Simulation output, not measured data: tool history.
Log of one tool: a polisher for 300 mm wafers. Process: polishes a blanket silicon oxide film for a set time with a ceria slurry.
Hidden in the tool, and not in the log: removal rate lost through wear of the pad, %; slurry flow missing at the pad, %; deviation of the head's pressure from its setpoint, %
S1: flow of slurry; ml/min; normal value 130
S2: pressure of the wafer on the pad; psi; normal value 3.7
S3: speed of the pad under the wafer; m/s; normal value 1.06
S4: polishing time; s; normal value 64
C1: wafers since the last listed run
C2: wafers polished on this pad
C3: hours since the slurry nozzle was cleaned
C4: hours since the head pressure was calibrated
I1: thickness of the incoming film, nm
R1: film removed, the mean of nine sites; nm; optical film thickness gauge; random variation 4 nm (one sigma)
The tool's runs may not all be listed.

Run 1, hour 0.0: usual settings but S3 1.22 m/s; C1 0; C2 388; C3 600.0; C4 177.5; I1 1706.9. Result: R1 471.0 nm.
Run 2, hour 11.0: usual settings but S3 1.22 m/s; C1 114; C2 502; C3 611.0; C4 188.5; I1 1745.8. Result: R1 475.5 nm.
Run 3, hour 18.4: usual settings but S3 1.22 m/s; C1 76; C2 579; C3 618.4; C4 195.9; I1 1681.5. Result: R1 472.9 nm.
Run 4, hour 34.7: usual settings; C1 169; C2 749; C3 634.7; C4 212.2; I1 1710.1. Result: R1 410.1 nm.
At hour 49.7: worn pad replaced by a new one.
Run 5, hour 52.1: usual settings; C1 139; C2 24; C3 652.1; C4 229.6; I1 1733.0. Result: R1 407.6 nm.
Run 6, hour 68.9: usual settings but S4 54 s; C1 174; C2 199; C3 668.9; C4 246.4; I1 1716.1. Result: R1 346.6 nm.
Run 7, hour 79.4: usual settings; C1 109; C2 308; C3 679.4; C4 256.9; I1 1731.5. Result: R1 414.2 nm.
Run 8, hour 118.7: usual settings; C1 408; C2 717; C3 718.7; C4 296.2; I1 1707.4. Result: R1 418.2 nm.
Run 9, hour 128.9: usual settings; C1 106; C2 823; C3 728.9; C4 306.4; I1 1696.0. Result: R1 406.5 nm.
At hour 137.9: worn pad replaced by a new one.
Run 10, hour 140.1: usual settings; C1 74; C2 22; C3 740.1; C4 317.6; I1 1704.3. Result: R1 407.8 nm.
At hour 143.1: slurry nozzle cleaned.
Run 11, hour 157.7: usual settings; C1 172; C2 195; C3 14.6; C4 335.2; I1 1732.7. Result: R1 409.7 nm.
Run 12, hour 165.1: usual settings but S2 2.9 psi; C1 76; C2 272; C3 22.0; C4 342.6; I1 1713.8. Result: R1 353.1 nm.
Run 13, hour 183.0: usual settings but S2 2.9 psi; C1 186; C2 458; C3 39.9; C4 360.5; I1 1707.5. Result: R1 347.9 nm.
Run 14, hour 198.2: usual settings but S2 2.9 psi; C1 158; C2 616; C3 55.1; C4 375.7; I1 1680.7. Result: R1 351.7 nm.
Run 15, hour 206.8: usual settings but S3 1.20 m/s, S4 54 s; C1 89; C2 705; C3 63.7; C4 384.3; I1 1725.7. Result: R1 389.9 nm.
Run 16, hour 223.9: usual settings but S1 95 ml/min, S2 4.7 psi, S3 0.74 m/s, S4 48 s; C1 177; C2 883; C3 80.8; C4 401.4; I1 1716.3. Result: R1 237.2 nm.
At hour 234.4: worn pad replaced by a new one.
Run 17, hour 239.5: usual settings but S1 160 ml/min, S3 1.18 m/s; C1 120; C2 53; C3 96.4; C4 417.0; I1 1684.2. Result: R1 473.0 nm.
Run 18, hour 254.1: usual settings but S3 0.82 m/s; C1 151; C2 204; C3 111.0; C4 431.6; I1 1706.0. Result: R1 314.3 nm.
Run 19, hour 269.5: usual settings but S1 160 ml/min, S4 48 s; C1 160; C2 365; C3 126.4; C4 447.0; I1 1703.9. Result: R1 313.9 nm.
Run 20, hour 279.1: usual settings; C1 99; C2 465; C3 136.0; C4 456.6; I1 1702.3. Result: R1 402.7 nm.
At hour 288.2: head pressure recalibrated.
Run 21, hour 290.4: usual settings but S3 1.38 m/s; C1 96; C2 561; C3 147.3; C4 2.2; I1 1718.9. Result: R1 530.7 nm.
Run 22, hour 305.8: usual settings; C1 160; C2 721; C3 162.7; C4 17.6; I1 1715.9. Result: R1 412.3 nm.
Run 23, hour 313.3: usual settings; C1 78; C2 799; C3 170.2; C4 25.1; I1 1717.8. Result: R1 406.7 nm.
At hour 322.6: worn pad replaced by a new one.
Run 24, hour 323.1: usual settings but S1 160 ml/min, S3 1.18 m/s; C1 60; C2 4; C3 180.0; C4 34.9; I1 1722.5. Result: R1 468.0 nm.
Run 25, hour 327.3: usual settings but S1 90 ml/min, S4 56 s; C1 43; C2 48; C3 184.2; C4 39.1; I1 1708.7. Result: R1 338.0 nm.
Run 26, hour 342.3: usual settings but S1 110 ml/min, S2 4.1 psi; C1 156; C2 204; C3 199.2; C4 54.1; I1 1692.8. Result: R1 428.6 nm.
Run 27, hour 357.6: usual settings; C1 159; C2 363; C3 214.5; C4 69.4; I1 1708.8. Result: R1 410.9 nm.
Run 28, hour 369.3: usual settings; C1 121; C2 485; C3 226.2; C4 81.1; I1 1719.3. Result: R1 413.8 nm.

How the hidden state differs across the entries between the runs, from the last listed run before each to the first after it:
After run 4, before run 5: worn pad replaced by a new one (hour 49.7)
  nothing in the hidden state changes from one run to the other
After run 9, before run 10: worn pad replaced by a new one (hour 137.9)
  nothing in the hidden state changes from one run to the other
After run 10, before run 11: slurry nozzle cleaned (hour 143.1)
  nothing in the hidden state changes from one run to the other
After run 16, before run 17: worn pad replaced by a new one (hour 234.4)
  nothing in the hidden state changes from one run to the other
After run 20, before run 21: head pressure recalibrated (hour 288.2)
  nothing in the hidden state changes from one run to the other
After run 23, before run 24: worn pad replaced by a new one (hour 322.6)
  nothing in the hidden state changes from one run to the other
